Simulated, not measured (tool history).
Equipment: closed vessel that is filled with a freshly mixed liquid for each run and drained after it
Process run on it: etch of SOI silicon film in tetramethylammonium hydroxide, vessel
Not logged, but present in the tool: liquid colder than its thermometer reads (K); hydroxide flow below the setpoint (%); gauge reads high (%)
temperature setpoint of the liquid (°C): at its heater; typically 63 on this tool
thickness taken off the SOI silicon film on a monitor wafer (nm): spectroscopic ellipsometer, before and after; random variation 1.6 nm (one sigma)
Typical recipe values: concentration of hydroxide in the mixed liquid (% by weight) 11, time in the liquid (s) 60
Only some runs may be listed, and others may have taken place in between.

| run | hour | temperature setpoint of the liquid (°C) | concentration of hydroxide in the mixed liquid (% by weight) | time in the liquid (s) | wafers since the last listed run | hours since the thermometer was replaced | hours since the hydroxide flow meter was replaced | hours since the gauge calibration | read-back film thickness of the SOI silicon film reference wafer, read on the same gauge (nm) | thickness taken off the SOI silicon film on a monitor wafer (nm) |
|---|---|---|---|---|---|---|---|---|---|---|
| 1 | 0 | 63 | 11 | 80 | 0 | 455.2 | 317.2 | 907.9 | 136.57 | 343 |
| 2 | 86.2 | 65 | 11 | 60 | 8544 | 541.4 | 403.4 | 994.1 | 136.36 | 290.87 |
| 3 | 170.9 | 63 | 11 | 60 | 8396 | 626.1 | 488.1 | 1078.8 | 136.23 | 257.97 |
| 4 | 228.2 | 63 | 11 | 60 | 5679 | 683.4 | 545.4 | 1136.1 | 136.14 | 255.76 |
| 5 | 318.2 | 63 | 11 | 60 | 8921 | 773.4 | 635.4 | 1226.1 | 135.99 | 258.3 |
|  | 366.5 | thermometer replaced |
| 6 | 377.4 | 63 | 11 | 60 | 5769 | 10.9 | 694.6 | 1285.3 | 135.91 | 256.18 |
| 7 | 483.4 | 63 | 11 | 60 | 10507 | 116.9 | 800.6 | 1391.3 | 135.8 | 258.47 |
| 8 | 525.6 | 63 | 11 | 60 | 4183 | 159.1 | 842.8 | 1433.5 | 135.74 | 257.07 |
| 9 | 617.6 | 63 | 11 | 60 | 9119 | 251.1 | 934.8 | 1525.5 | 135.66 | 260.07 |
| 10 | 705.1 | 63 | 12.5 | 60 | 8673 | 338.6 | 1022.3 | 1613 | 135.65 | 243.56 |
| 11 | 936.7 | 63 | 12.5 | 60 | 22957 | 570.2 | 1253.9 | 1844.6 | 135.46 | 242.22 |
| 12 | 1115.7 | 69.5 | 11 | 35 | 17743 | 749.2 | 1432.9 | 2023.6 | 135.41 | 223.02 |
|  | 1132.6 | thermometer replaced |
| 13 | 1211.3 | 63 | 11 | 60 | 9377 | 78.7 | 1528.5 | 2119.2 | 135.34 | 253.97 |
|  | 1225.3 | hydroxide flow meter replaced |
|  | 1275.5 | gauge calibrated |
| 14 | 1300.5 | 68.5 | 11 | 50 | 8742 | 167.9 | 75.2 | 25 | 139.46 | 305.9 |
| 15 | 1370.4 | 60.5 | 10 | 40 | 6928 | 237.8 | 145.1 | 94.9 | 138.92 | 152.39 |
| 16 | 1427.3 | 58.5 | 10 | 30 | 5640 | 294.7 | 202 | 151.8 | 138.59 | 101.52 |
| 17 | 1465.6 | 63 | 11 | 60 | 3796 | 333 | 240.3 | 190.1 | 138.24 | 261.12 |
| 18 | 1563.1 | 59.5 | 11 | 60 | 9664 | 430.5 | 337.8 | 287.6 | 137.72 | 207.51 |
| 19 | 1670.3 | 59 | 11 | 45 | 10626 | 537.7 | 445 | 394.8 | 137.16 | 151.85 |
| 20 | 1735.8 | 69.5 | 9.5 | 50 | 6492 | 603.2 | 510.5 | 460.3 | 136.89 | 337.17 |
| 21 | 1810.1 | 63 | 11 | 60 | 7365 | 677.5 | 584.8 | 534.6 | 136.57 | 255.53 |
| 22 | 1892.3 | 58.5 | 8.5 | 85 | 8148 | 759.7 | 667 | 616.8 | 136.26 | 304.71 |
|  | 1978.7 | thermometer replaced |
| 23 | 2006 | 56 | 11 | 40 | 11171 | 27.3 | 780.7 | 730.5 | 135.94 | 110.1 |

Here are 5 independent what-if runs from the current tool condition. What would each one return?
| A | 2006.7 | 63 | 11 | 40 | 69 | 28 | 781.4 | 731.2 | ? | ? |
| B | 2006.7 | 57.5 | 11 | 60 | 69 | 28 | 781.4 | 731.2 | ? | ? |
| C | 2006.7 | 68.5 | 12 | 60 | 69 | 28 | 781.4 | 731.2 | ? | ? |
| D | 2006.7 | 56.5 | 8.5 | 30 | 69 | 28 | 781.4 | 731.2 | ? | ? |
| E | 2006.7 | 67 | 14.5 | 30 | 69 | 28 | 781.4 | 731.2 | ? | ? |

| run | read-back film thickness of the SOI silicon film reference wafer, read on the same gauge (nm) | thickness taken off the SOI silicon film on a monitor wafer (nm) |
|---|---|---|
| A | 135.88 | 172.56 |
| B | 135.88 | 183.65 |
| C | 135.88 | 348.62 |
| D | 135.88 | 94.58 |
| E | 135.88 | 145.94 |
Without the tool's unlogged condition, the same runs would have read:
| run | thickness taken off the SOI silicon film on a monitor wafer (nm) |
|---|---|
| A | 177.76 |
| B | 189.18 |
| C | 359.12 |
| D | 97.43 |
| E | 150.34 |

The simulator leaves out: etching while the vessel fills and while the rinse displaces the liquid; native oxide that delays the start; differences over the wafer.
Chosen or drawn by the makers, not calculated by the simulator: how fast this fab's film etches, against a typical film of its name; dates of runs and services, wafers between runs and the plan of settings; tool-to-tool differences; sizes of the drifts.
